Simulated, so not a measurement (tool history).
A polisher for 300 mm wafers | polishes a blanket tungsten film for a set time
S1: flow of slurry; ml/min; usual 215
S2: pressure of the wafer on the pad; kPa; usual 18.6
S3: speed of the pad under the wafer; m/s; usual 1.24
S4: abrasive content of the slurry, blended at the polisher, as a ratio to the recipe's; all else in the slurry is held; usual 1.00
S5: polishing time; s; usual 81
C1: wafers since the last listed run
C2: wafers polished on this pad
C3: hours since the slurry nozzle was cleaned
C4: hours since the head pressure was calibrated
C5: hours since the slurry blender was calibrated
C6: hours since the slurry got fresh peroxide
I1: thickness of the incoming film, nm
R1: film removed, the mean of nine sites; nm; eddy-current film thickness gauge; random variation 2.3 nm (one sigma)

run	hour	S1	S2	S3	S4	S5	C1	C2	C3	C4	C5	C6	I1	R1
1	0.0	215	18.6	1.24	1.00	81	0	2325	141.9	399.9	226.6	524.3	1320.1	291.0
2	67.0	215	18.6	1.24	1.00	81	644	2970	208.9	466.9	293.6	591.3	1306.1	286.8
# hour 143.3: slurry tank refilled with fresh slurry and peroxide
3	150.1	215	18.6	1.24	1.00	81	789	3759	292.0	550.0	376.7	6.8	1305.4	287.6
4	220.5	215	18.6	1.24	1.00	81	677	4436	362.4	620.4	447.1	77.2	1291.1	287.4
5	349.2	215	18.6	1.24	1.00	81	1237	5674	491.1	749.1	575.8	205.9	1307.1	279.2
# hour 355.0: slurry blender recalibrated
# hour 370.0: worn pad replaced by a new one
6	404.9	255	18.6	1.24	1.00	81	478	335	546.8	804.8	49.9	261.6	1324.1	297.2
7	463.0	215	18.6	1.24	1.10	72	558	894	604.9	862.9	108.0	319.7	1328.4	261.8
8	517.0	215	24.1	1.24	1.00	81	519	1413	658.9	916.9	162.0	373.7	1299.4	348.1
# hour 528.5: slurry nozzle cleaned
9	624.1	215	18.6	1.24	1.00	81	1020	2434	95.6	1024.0	269.1	480.8	1320.2	288.6
10	699.6	215	22.8	1.24	0.70	81	726	3160	171.1	1099.5	344.6	556.3	1324.9	307.9
11	772.9	265	18.6	0.86	1.15	81	705	3865	244.4	1172.8	417.9	629.6	1328.5	203.5
# hour 841.1: slurry tank refilled with fresh slurry and peroxide
12	842.8	250	22.1	0.96	1.00	105	662	4528	314.3	1242.7	487.8	1.7	1338.7	322.0
13	908.8	290	15.2	1.24	1.00	81	634	5162	380.3	1308.7	553.8	67.7	1302.8	252.8
# hour 952.4: worn pad replaced by a new one
14	984.2	215	18.6	1.24	1.00	81	686	306	455.7	1384.1	629.2	143.1	1321.1	276.8
# hour 1017.1: head pressure recalibrated
# hour 1044.6: slurry blender recalibrated
15	1071.0	155	15.9	1.54	1.00	81	796	1102	542.5	53.9	26.4	229.9	1322.9	316.1
16	1154.2	215	18.6	1.24	1.00	97	800	1902	625.7	137.1	109.6	313.1	1313.3	349.0
# hour 1172.0: slurry nozzle cleaned
17	1197.1	215	18.6	1.24	0.90	81	403	2305	25.1	180.0	152.5	356.0	1313.2	281.8
18	1234.7	185	18.6	1.36	1.00	81	361	2667	62.7	217.6	190.1	393.6	1306.6	308.6
19	1328.6	215	18.6	1.24	1.00	81	903	3570	156.6	311.5	284.0	487.5	1294.2	286.2
20	1399.0	215	18.6	1.24	1.00	81	677	4247	227.0	381.9	354.4	557.9	1318.2	284.3
# hour 1432.5: slurry tank refilled with fresh slurry and peroxide
21	1495.6	215	18.6	0.86	1.00	81	919	5167	323.6	478.5	451.0	63.1	1315.6	196.4
# hour 1532.7: worn pad replaced by a new one
22	1557.1	215	18.6	0.92	0.90	81	553	234	385.1	540.0	512.5	124.6	1282.6	202.6
# hour 1650.9: slurry blender recalibrated
23	1661.0	145	18.6	1.40	1.25	54	980	1214	489.0	643.9	10.1	228.5	1312.9	219.0
24	1755.9	215	18.6	1.24	1.00	81	912	2127	583.9	738.8	105.0	323.4	1309.7	295.1
# hour 1760.9: slurry nozzle cleaned
25	1794.1	215	14.5	1.64	0.80	81	357	2485	33.2	777.0	143.2	361.6	1327.2	314.4
26	1833.8	215	18.6	1.24	1.00	81	381	2866	72.9	816.7	182.9	401.3	1303.2	288.3

Forecast each of these 4 alternatives for the next run:
A	1834.2	215	18.6	1.24	1.00	81	3	2870	73.3	817.1	183.3	401.7	1312.1	?
B	1834.2	215	18.6	1.58	1.00	81	3	2870	73.3	817.1	183.3	401.7	1312.1	?
C	1834.2	215	15.9	1.24	1.20	69	3	2870	73.3	817.1	183.3	401.7	1312.1	?
D	1834.2	260	18.6	1.24	1.00	99	3	2870	73.3	817.1	183.3	401.7	1312.1	?

run	R1
A	290.6
B	370.2
C	230.1
D	360.1
Without the tool's hidden state the same runs would have given:
run	R1
A	292.4
B	372.6
C	231.6
D	362.4
